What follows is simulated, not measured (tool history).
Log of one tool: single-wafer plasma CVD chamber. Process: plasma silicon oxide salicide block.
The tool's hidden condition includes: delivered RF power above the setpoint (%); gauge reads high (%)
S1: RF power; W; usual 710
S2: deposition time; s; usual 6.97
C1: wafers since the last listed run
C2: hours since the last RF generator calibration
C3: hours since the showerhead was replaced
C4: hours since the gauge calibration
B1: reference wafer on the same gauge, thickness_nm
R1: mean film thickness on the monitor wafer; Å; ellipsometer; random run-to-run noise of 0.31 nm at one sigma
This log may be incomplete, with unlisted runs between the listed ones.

| run | hour | S1 | S2 | C1 | C2 | C3 | C4 | B1 | R1 |
|---|---|---|---|---|---|---|---|---|---|
| 1 | 0.0 | 710 | 6.62 | 0 | 908.0 | 4525.1 | 394.4 | 90.664 | 773.06 |
| 2 | 30.4 | 710 | 6.62 | 610 | 938.4 | 4555.5 | 424.8 | 90.571 | 773.34 |
| 3 | 89.4 | 710 | 6.62 | 1184 | 997.4 | 4614.5 | 483.8 | 90.520 | 776.77 |
| 4 | 131.8 | 710 | 6.97 | 851 | 1039.8 | 4656.9 | 526.2 | 90.597 | 816.67 |
| 5 | 194.1 | 710 | 6.97 | 1250 | 1102.1 | 4719.2 | 588.5 | 90.564 | 815.53 |
| 6 | 242.8 | 710 | 6.97 | 977 | 1150.8 | 4767.9 | 637.2 | 90.621 | 812.74 |
|  | 314.8 | showerhead replaced |
| 7 | 315.3 | 710 | 6.97 | 1294 | 1223.3 | 0.5 | 709.7 | 90.596 | 813.75 |
| 8 | 353.7 | 710 | 7.46 | 770 | 1261.7 | 38.9 | 748.1 | 90.604 | 867.99 |
| 9 | 425.3 | 710 | 7.46 | 1437 | 1333.3 | 110.5 | 819.7 | 90.702 | 874.41 |
| 10 | 487.8 | 710 | 5.87 | 1254 | 1395.8 | 173.0 | 882.2 | 90.611 | 686.05 |
| 11 | 523.6 | 710 | 7.46 | 718 | 1431.6 | 208.8 | 918.0 | 90.611 | 866.70 |
| 12 | 568.4 | 850 | 6.97 | 899 | 1476.4 | 253.6 | 962.8 | 90.611 | 859.44 |
|  | 585.3 | gauge calibrated |
|  | 622.8 | RF generator calibrated |
| 13 | 627.1 | 665 | 5.64 | 1017 | 4.3 | 312.3 | 41.8 | 90.557 | 651.48 |
| 14 | 687.2 | 775 | 6.97 | 1206 | 64.4 | 372.4 | 101.9 | 90.586 | 836.23 |
| 15 | 720.5 | 570 | 6.18 | 668 | 97.7 | 405.7 | 135.2 | 90.585 | 678.85 |
| 16 | 758.1 | 745 | 8.35 | 754 | 135.3 | 443.3 | 172.8 | 90.594 | 991.34 |
| 17 | 819.8 | 710 | 6.97 | 1238 | 197.0 | 505.0 | 234.5 | 90.633 | 815.43 |
| 18 | 854.6 | 800 | 6.22 | 698 | 231.8 | 539.8 | 269.3 | 90.569 | 745.59 |
| 19 | 897.9 | 590 | 7.58 | 869 | 275.1 | 583.1 | 312.6 | 90.606 | 843.24 |
| 20 | 952.7 | 710 | 5.94 | 1100 | 329.9 | 637.9 | 367.4 | 90.595 | 689.04 |

Here are 3 independent what-if runs from the current tool condition. What would each one return?
| A | 953.1 | 710 | 7.92 | 8 | 330.3 | 638.3 | 367.8 | ? | ? |
| B | 953.1 | 570 | 6.17 | 8 | 330.3 | 638.3 | 367.8 | ? | ? |
| C | 953.1 | 815 | 8.12 | 8 | 330.3 | 638.3 | 367.8 | ? | ? |

| run | B1 | R1 |
|---|---|---|
| A | 90.557 | 927.25 |
| B | 90.557 | 682.62 |
| C | 90.557 | 985.89 |
Had the tool no hidden state, the same runs would have come out as:
| run | R1 |
|---|---|
| A | 927.25 |
| B | 682.62 |
| C | 985.89 |
